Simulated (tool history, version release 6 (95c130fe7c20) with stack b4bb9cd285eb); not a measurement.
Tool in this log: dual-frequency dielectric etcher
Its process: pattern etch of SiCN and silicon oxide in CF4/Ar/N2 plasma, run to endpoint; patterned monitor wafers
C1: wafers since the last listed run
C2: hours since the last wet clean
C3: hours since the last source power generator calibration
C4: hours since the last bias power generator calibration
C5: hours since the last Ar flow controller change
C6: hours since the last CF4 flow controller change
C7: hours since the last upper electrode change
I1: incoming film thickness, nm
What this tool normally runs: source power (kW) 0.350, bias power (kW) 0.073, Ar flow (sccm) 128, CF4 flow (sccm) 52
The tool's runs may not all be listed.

run 1 hour=0.0 | source_power_(kW)=0.350 bias_power_(kW)=0.073 Ar_flow_(sccm)=128 CF4_flow_(sccm)=52 | C1=0 C2=178.4 C3=1222.8 C4=4037.7 C5=3765.2 C6=5245.0 C7=2568.6 | I1=13.82 | endpoint_time_(s)=21.6
run 2 hour=34.4 | source_power_(kW)=0.350 bias_power_(kW)=0.073 Ar_flow_(sccm)=128 CF4_flow_(sccm)=52 | C1=403 C2=212.8 C3=1257.2 C4=4072.1 C5=3799.6 C6=5279.4 C7=2603.0 | I1=13.58 | endpoint_time_(s)=21.2
run 3 hour=57.4 | source_power_(kW)=0.350 bias_power_(kW)=0.073 Ar_flow_(sccm)=128 CF4_flow_(sccm)=52 | C1=270 C2=235.8 C3=1280.2 C4=4095.1 C5=3822.6 C6=5302.4 C7=2626.0 | I1=13.75 | endpoint_time_(s)=21.5
run 4 hour=79.8 | source_power_(kW)=0.350 bias_power_(kW)=0.073 Ar_flow_(sccm)=128 CF4_flow_(sccm)=52 | C1=262 C2=258.2 C3=1302.6 C4=4117.5 C5=3845.0 C6=5324.8 C7=2648.4 | I1=13.75 | endpoint_time_(s)=21.6
run 5 hour=106.4 | source_power_(kW)=0.380 bias_power_(kW)=0.073 Ar_flow_(sccm)=128 CF4_flow_(sccm)=52 | C1=312 C2=284.8 C3=1329.2 C4=4144.1 C5=3871.6 C6=5351.4 C7=2675.0 | I1=13.60 | endpoint_time_(s)=19.6
run 6 hour=134.7 | source_power_(kW)=0.350 bias_power_(kW)=0.073 Ar_flow_(sccm)=128 CF4_flow_(sccm)=52 | C1=332 C2=313.1 C3=1357.5 C4=4172.4 C5=3899.9 C6=5379.7 C7=2703.3 | I1=13.66 | endpoint_time_(s)=21.2
run 7 hour=162.9 | source_power_(kW)=0.350 bias_power_(kW)=0.073 Ar_flow_(sccm)=128 CF4_flow_(sccm)=52 | C1=331 C2=341.3 C3=1385.7 C4=4200.6 C5=3928.1 C6=5407.9 C7=2731.5 | I1=13.70 | endpoint_time_(s)=21.4
-- hour=183.6 Ar flow controller replaced
run 8 hour=184.1 | source_power_(kW)=0.350 bias_power_(kW)=0.084 Ar_flow_(sccm)=128 CF4_flow_(sccm)=52 | C1=178 C2=362.5 C3=1406.9 C4=4221.8 C5=0.5 C6=5429.1 C7=2752.7 | I1=13.76 | endpoint_time_(s)=20.4
run 9 hour=207.3 | source_power_(kW)=0.350 bias_power_(kW)=0.073 Ar_flow_(sccm)=139 CF4_flow_(sccm)=52 | C1=272 C2=385.7 C3=1430.1 C4=4245.0 C5=23.7 C6=5452.3 C7=2775.9 | I1=13.75 | endpoint_time_(s)=21.9
-- hour=227.8 CF4 flow controller replaced
run 10 hour=241.8 | source_power_(kW)=0.350 bias_power_(kW)=0.073 Ar_flow_(sccm)=139 CF4_flow_(sccm)=52 | C1=334 C2=420.2 C3=1464.6 C4=4279.5 C5=58.2 C6=14.0 C7=2810.4 | I1=13.70 | endpoint_time_(s)=21.7
-- hour=252.3 bias power generator calibrated
run 11 hour=259.6 | source_power_(kW)=0.290 bias_power_(kW)=0.073 Ar_flow_(sccm)=128 CF4_flow_(sccm)=52 | C1=162 C2=438.0 C3=1482.4 C4=7.3 C5=76.0 C6=31.8 C7=2828.2 | I1=13.69 | endpoint_time_(s)=25.6
run 12 hour=277.5 | source_power_(kW)=0.270 bias_power_(kW)=0.073 Ar_flow_(sccm)=100 CF4_flow_(sccm)=63 | C1=210 C2=455.9 C3=1500.3 C4=25.2 C5=93.9 C6=49.7 C7=2846.1 | I1=13.60 | endpoint_time_(s)=25.4
run 13 hour=304.9 | source_power_(kW)=0.350 bias_power_(kW)=0.073 Ar_flow_(sccm)=117 CF4_flow_(sccm)=65 | C1=321 C2=483.3 C3=1527.7 C4=52.6 C5=121.3 C6=77.1 C7=2873.5 | I1=13.61 | endpoint_time_(s)=20.3
-- hour=315.7 source power generator calibrated
-- hour=350.4 upper electrode replaced
-- hour=373.5 wet clean of the chamber
run 14 hour=374.0 | source_power_(kW)=0.350 bias_power_(kW)=0.079 Ar_flow_(sccm)=104 CF4_flow_(sccm)=39 | C1=211 C2=0.5 C3=58.3 C4=121.7 C5=190.4 C6=146.2 C7=23.6 | I1=13.69 | endpoint_time_(s)=20.0
run 15 hour=374.3 | source_power_(kW)=0.350 bias_power_(kW)=0.073 Ar_flow_(sccm)=139 CF4_flow_(sccm)=52 | C1=3 C2=0.8 C3=58.6 C4=122.0 C5=190.7 C6=146.5 C7=23.9 | I1=13.61 | endpoint_time_(s)=21.0
run 16 hour=378.3 | source_power_(kW)=0.350 bias_power_(kW)=0.073 Ar_flow_(sccm)=128 CF4_flow_(sccm)=40 | C1=46 C2=4.8 C3=62.6 C4=126.0 C5=194.7 C6=150.5 C7=27.9 | I1=13.65 | endpoint_time_(s)=21.2
run 17 hour=401.9 | source_power_(kW)=0.350 bias_power_(kW)=0.073 Ar_flow_(sccm)=143 CF4_flow_(sccm)=52 | C1=277 C2=28.4 C3=86.2 C4=149.6 C5=218.3 C6=174.1 C7=51.5 | I1=13.68 | endpoint_time_(s)=21.2
run 18 hour=418.2 | source_power_(kW)=0.390 bias_power_(kW)=0.088 Ar_flow_(sccm)=104 CF4_flow_(sccm)=52 | C1=191 C2=44.7 C3=102.5 C4=165.9 C5=234.6 C6=190.4 C7=67.8 | I1=13.60 | endpoint_time_(s)=16.8
run 19 hour=439.4 | source_power_(kW)=0.400 bias_power_(kW)=0.064 Ar_flow_(sccm)=103 CF4_flow_(sccm)=52 | C1=248 C2=65.9 C3=123.7 C4=187.1 C5=255.8 C6=211.6 C7=89.0 | I1=13.67 | endpoint_time_(s)=18.1
run 20 hour=469.9 | source_power_(kW)=0.350 bias_power_(kW)=0.073 Ar_flow_(sccm)=128 CF4_flow_(sccm)=57 | C1=358 C2=96.4 C3=154.2 C4=217.6 C5=286.3 C6=242.1 C7=119.5 | I1=13.71 | endpoint_time_(s)=20.5
run 21 hour=494.2 | source_power_(kW)=0.350 bias_power_(kW)=0.073 Ar_flow_(sccm)=128 CF4_flow_(sccm)=52 | C1=285 C2=120.7 C3=178.5 C4=241.9 C5=310.6 C6=266.4 C7=143.8 | I1=13.68 | endpoint_time_(s)=20.7
run 22 hour=512.6 | source_power_(kW)=0.410 bias_power_(kW)=0.089 Ar_flow_(sccm)=101 CF4_flow_(sccm)=41 | C1=216 C2=139.1 C3=196.9 C4=260.3 C5=329.0 C6=284.8 C7=162.2 | I1=13.68 | endpoint_time_(s)=16.3

Below are 3 alternative next runs, each starting from the tool's condition after run 22. Predict each:
run A hour=513.0 | source_power_(kW)=0.350 bias_power_(kW)=0.073 Ar_flow_(sccm)=128 CF4_flow_(sccm)=52 | C1=4 C2=139.5 C3=197.3 C4=260.7 C5=329.4 C6=285.2 C7=162.6 | I1=13.75 | endpoint_time_(s)=?
run B hour=513.0 | source_power_(kW)=0.390 bias_power_(kW)=0.089 Ar_flow_(sccm)=156 CF4_flow_(sccm)=64 | C1=4 C2=139.5 C3=197.3 C4=260.7 C5=329.4 C6=285.2 C7=162.6 | I1=13.75 | endpoint_time_(s)=?
run C hour=513.0 | source_power_(kW)=0.390 bias_power_(kW)=0.086 Ar_flow_(sccm)=128 CF4_flow_(sccm)=52 | C1=4 C2=139.5 C3=197.3 C4=260.7 C5=329.4 C6=285.2 C7=162.6 | I1=13.75 | endpoint_time_(s)=?

run=A endpoint_time_(s)=20.8
run=B endpoint_time_(s)=17.8
run=C endpoint_time_(s)=17.8
Take away the tool's hidden state, keep each run's random variation, and the runs would have read:
run=A endpoint_time_(s)=20.8
run=B endpoint_time_(s)=17.8
run=C endpoint_time_(s)=17.8
